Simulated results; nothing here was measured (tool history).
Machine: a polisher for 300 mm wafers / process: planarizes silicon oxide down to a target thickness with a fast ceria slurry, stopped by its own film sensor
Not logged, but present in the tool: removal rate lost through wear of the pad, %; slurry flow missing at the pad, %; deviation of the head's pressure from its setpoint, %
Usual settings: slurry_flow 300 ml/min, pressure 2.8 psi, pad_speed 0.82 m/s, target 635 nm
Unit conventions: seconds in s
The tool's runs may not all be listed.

run,hour,slurry_flow,pressure,pad_speed,target,wafers since the last listed run,wafers polished on this pad,hours since the slurry nozzle was cleaned,hours since the head pressure was calibrated,"incoming thickness of the incoming film, nm",seconds
1,0.0,300,2.8,0.82,431,0,3411,359.7,647.2,1471.8,90.0
2,25.3,300,3.1,0.82,635,368,3780,385.0,672.5,1485.3,68.3
# hour 43.3: worn pad replaced by a new one
3,46.1,380,2.8,0.82,635,244,40,405.8,693.3,1475.3,67.3
4,76.6,300,2.8,0.82,635,444,485,436.3,723.8,1491.9,70.7
5,104.0,300,2.8,0.82,635,399,884,463.7,751.2,1479.5,72.9
6,184.3,300,3.6,0.82,635,1170,2055,544.0,831.5,1475.0,59.0
# hour 198.1: slurry nozzle cleaned
7,206.9,300,2.8,0.82,635,314,2369,8.8,854.1,1464.5,74.9
8,238.1,300,2.8,0.82,635,454,2824,40.0,885.3,1502.4,80.3
# hour 269.0: worn pad replaced by a new one
9,272.1,300,2.8,0.82,635,437,45,74.0,919.3,1506.3,70.8
10,298.9,300,2.8,0.82,635,390,435,100.8,946.1,1489.9,69.9
11,320.8,300,2.8,0.68,635,319,754,122.7,968.0,1479.8,86.2
12,335.8,300,2.8,0.68,635,218,973,137.7,983.0,1475.6,86.4
# hour 369.6: head pressure recalibrated
13,369.9,300,2.8,0.82,635,467,1441,171.8,0.3,1474.1,72.4
14,397.1,300,2.8,0.82,635,396,1837,199.0,27.5,1521.1,77.4
15,427.0,300,2.8,0.64,830,435,2273,228.9,57.4,1483.7,73.0
16,455.2,235,2.8,0.82,635,410,2684,257.1,85.6,1480.5,74.4
17,467.6,300,3.6,0.82,635,180,2865,269.5,98.0,1484.7,57.6
18,487.3,370,2.8,0.82,423,287,3152,289.2,117.7,1473.0,92.8
19,509.7,270,2.8,1.10,635,326,3478,311.6,140.1,1501.7,58.6
# hour 529.5: worn pad replaced by a new one
20,531.2,300,2.8,0.82,365,255,24,333.1,161.6,1498.2,88.9
21,556.7,300,3.7,0.94,635,371,396,358.6,187.1,1494.9,47.5
22,578.3,300,2.8,0.82,635,314,710,380.2,208.7,1473.9,68.9
23,604.9,300,3.3,0.82,635,387,1098,406.8,235.3,1492.6,61.9
24,702.4,300,2.8,0.82,635,1420,2519,504.3,332.8,1508.8,76.8
# hour 731.1: slurry nozzle cleaned
25,731.6,345,3.7,0.82,635,410,2930,0.5,362.0,1494.1,57.0
26,751.4,215,2.8,0.82,635,288,3219,20.3,381.8,1488.4,79.3
# hour 792.5: worn pad replaced by a new one
27,844.7,300,3.4,1.06,635,1301,760,113.6,475.1,1495.2,46.2
28,861.6,300,3.4,1.06,635,246,1006,130.5,492.0,1478.8,45.0
29,883.4,300,2.8,0.82,635,317,1324,152.3,513.8,1496.6,74.9
30,896.1,300,2.8,0.82,635,185,1509,165.0,526.5,1478.0,72.4
31,911.3,300,2.2,0.98,635,221,1731,180.2,541.7,1492.5,79.1
32,933.9,300,2.8,1.06,635,329,2060,202.8,564.3,1497.2,58.6
33,952.7,300,2.8,0.82,635,273,2334,221.6,583.1,1476.7,75.6
34,975.4,300,1.9,0.82,635,330,2665,244.3,605.8,1492.1,115.9
35,1009.2,210,2.8,0.90,913,492,3157,278.1,639.6,1466.7,46.2
# hour 1038.9: worn pad replaced by a new one
36,1039.4,380,2.8,1.02,635,381,7,308.3,669.8,1480.1,53.5
37,1058.7,300,2.8,0.82,635,281,288,327.6,689.1,1486.5,70.1

Branching from run 37: 4 alternative next runs. What would each branch give?
A,1059.1,300,2.8,0.82,635,5,294,328.0,689.5,1491.6,?
B,1059.1,300,3.4,0.82,635,5,294,328.0,689.5,1491.6,?
C,1059.1,300,2.2,0.82,546,5,294,328.0,689.5,1491.6,?
D,1059.1,300,2.8,0.74,752,5,294,328.0,689.5,1491.6,?

run,seconds
A,71.0
B,58.5
C,99.8
D,68.0
With the hidden condition removed and each run's random variation left untouched, the same runs would have given:
run,seconds
A,68.5
B,56.5
C,96.3
D,65.6

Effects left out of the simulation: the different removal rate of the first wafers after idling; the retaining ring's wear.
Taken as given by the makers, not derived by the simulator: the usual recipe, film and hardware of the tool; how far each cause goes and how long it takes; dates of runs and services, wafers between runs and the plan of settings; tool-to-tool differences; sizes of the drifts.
